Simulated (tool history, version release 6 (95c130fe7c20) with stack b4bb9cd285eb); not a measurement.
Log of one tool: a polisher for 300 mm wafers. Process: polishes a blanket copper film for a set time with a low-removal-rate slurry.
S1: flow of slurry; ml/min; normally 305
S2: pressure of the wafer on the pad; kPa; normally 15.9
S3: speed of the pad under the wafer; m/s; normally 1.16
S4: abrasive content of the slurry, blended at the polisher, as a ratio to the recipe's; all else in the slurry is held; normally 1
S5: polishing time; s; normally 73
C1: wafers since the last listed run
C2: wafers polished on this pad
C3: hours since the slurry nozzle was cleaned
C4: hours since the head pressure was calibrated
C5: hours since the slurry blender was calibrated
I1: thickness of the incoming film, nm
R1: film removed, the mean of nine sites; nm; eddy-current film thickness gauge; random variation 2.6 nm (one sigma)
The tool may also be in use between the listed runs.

run   hour   S1    S2    S3    S4  S5   C1   C2     C3     C4     C5      I1     R1
  1      0  305  15.9  1.16     1  73    0  340   91.3  315.2  133.3    1379    169
  2   23.6  305  15.9  1.16     1  73  132  472  114.9  338.8  156.9  1407.9    173
  3   41.8  305  15.9  1.16     1  73  102  575  133.1    357  175.1  1383.6  169.9
  4   60.7  305  15.9  1.16     1  73  106  681    152  375.9    194  1397.8  170.4
  5   77.5  305  15.9  1.16     1  73   94  775  168.8  392.7  210.8  1373.4  164.6
  6   93.5  305  15.9  1.16     1  73   89  865  184.8  408.7  226.8  1389.7  166.1
     100.8  -- slurry blender recalibrated
       110  -- slurry nozzle cleaned
  7  118.3  305  15.9  1.16   0.8  73  122  987    8.3  433.5   17.5  1405.5  159.4
     139.3  -- worn pad replaced by a new one
  8    140  305  15.9  1.16     1  73   99    3     30  455.2   39.2  1412.8  175.1
  9  164.3  305  15.9  1.16     1  73  136  140   54.3  479.5   63.5  1382.3  171.6
 10  187.1  305  15.9  1.16     1  73  128  268   77.1  502.3   86.3    1405    171
     286.2  -- head pressure recalibrated
 11  286.7  205  17.2  1.16  0.85  64  548  816  176.7    0.5  185.9  1370.3  151.9
       318  -- worn pad replaced by a new one
 12  318.5  305  15.9  1.34     1  73  156    2  208.5   32.3  217.7  1388.9  192.1
     328.3  -- slurry blender recalibrated
     354.9  -- slurry nozzle cleaned
 13  421.3  205  17.2  1.16  0.85  64  560  563   66.4  135.1     93  1377.6  150.2
 14  445.3  305  15.9  1.16   1.2  93  134  698   90.4  159.1    117  1378.2  231.1
 15  477.2  305  17.9  1.34   0.9  80  179  877  122.3    191  148.9  1375.5  239.5
     492.8  -- worn pad replaced by a new one
 16    494  335  15.9  1.38   0.8  73   71    6  139.1  207.8  165.7  1405.7  192.2
 17  508.5  240  15.9  0.92     1  73   81   88  153.6  222.3  180.2  1391.9  130.3
     519.2  -- slurry blender recalibrated
 18  527.3  305  15.9  1.34     1  73   94  182  172.4  241.1    8.1  1395.8  183.9
     541.9  -- slurry nozzle cleaned
 19  555.9  305  15.9  1.16     1  94  154  337     14  269.7   36.7  1361.3  218.3

For each entry between runs, how does the tool's hidden state at the last listed run before it compare with that at the first listed run after it?
From run 6 to run 7: slurry blender recalibrated (hour 100.8); slurry nozzle cleaned (hour 110)
  slurry flow missing at the pad, %: 31.7 -> 1.62; deviation of the head's pressure from its setpoint, %: -6.68 -> -6.82
  measured result minus the result with no hidden state, R1: -20.4 -> -12 nm
From run 7 to run 8: worn pad replaced by a new one (hour 139.3)
  slurry flow missing at the pad, %: 1.62 -> 2.32; deviation of the head's pressure from its setpoint, %: -6.82 -> -6.94
  measured result minus the result with no hidden state, R1: -12 -> -13.4 nm
From run 10 to run 11: head pressure recalibrated (hour 286.2)
  slurry flow missing at the pad, %: 6.58 -> 27.9; deviation of the head's pressure from its setpoint, %: -7.16 -> -1.16
  measured result minus the result with no hidden state, R1: -14.4 -> -11.1 nm
From run 11 to run 12: worn pad replaced by a new one (hour 318)
  slurry flow missing at the pad, %: 27.9 -> 38.3; deviation of the head's pressure from its setpoint, %: -1.16 -> -2.25
  measured result minus the result with no hidden state, R1: -11.1 -> -17.2 nm
From run 12 to run 13: slurry blender recalibrated (hour 328.3); slurry nozzle cleaned (hour 354.9)
  slurry flow missing at the pad, %: 38.3 -> 8.6; deviation of the head's pressure from its setpoint, %: -2.25 -> -4.9
  measured result minus the result with no hidden state, R1: -17.2 -> -10 nm
From run 15 to run 16: worn pad replaced by a new one (hour 492.8)
  slurry flow missing at the pad, %: 17.5 -> 21.2; deviation of the head's pressure from its setpoint, %: -5.92 -> -6.18
  measured result minus the result with no hidden state, R1: -20.5 -> -17.7 nm
From run 17 to run 18: slurry blender recalibrated (hour 519.2)
  slurry flow missing at the pad, %: 24.8 -> 30; deviation of the head's pressure from its setpoint, %: -6.39 -> -6.64
  measured result minus the result with no hidden state, R1: -14.9 -> -21.7 nm
From run 18 to run 19: slurry nozzle cleaned (hour 541.9)
  slurry flow missing at the pad, %: 30 -> 3.83; deviation of the head's pressure from its setpoint, %: -6.64 -> -6.99
  measured result minus the result with no hidden state, R1: -21.7 -> -17.3 nm

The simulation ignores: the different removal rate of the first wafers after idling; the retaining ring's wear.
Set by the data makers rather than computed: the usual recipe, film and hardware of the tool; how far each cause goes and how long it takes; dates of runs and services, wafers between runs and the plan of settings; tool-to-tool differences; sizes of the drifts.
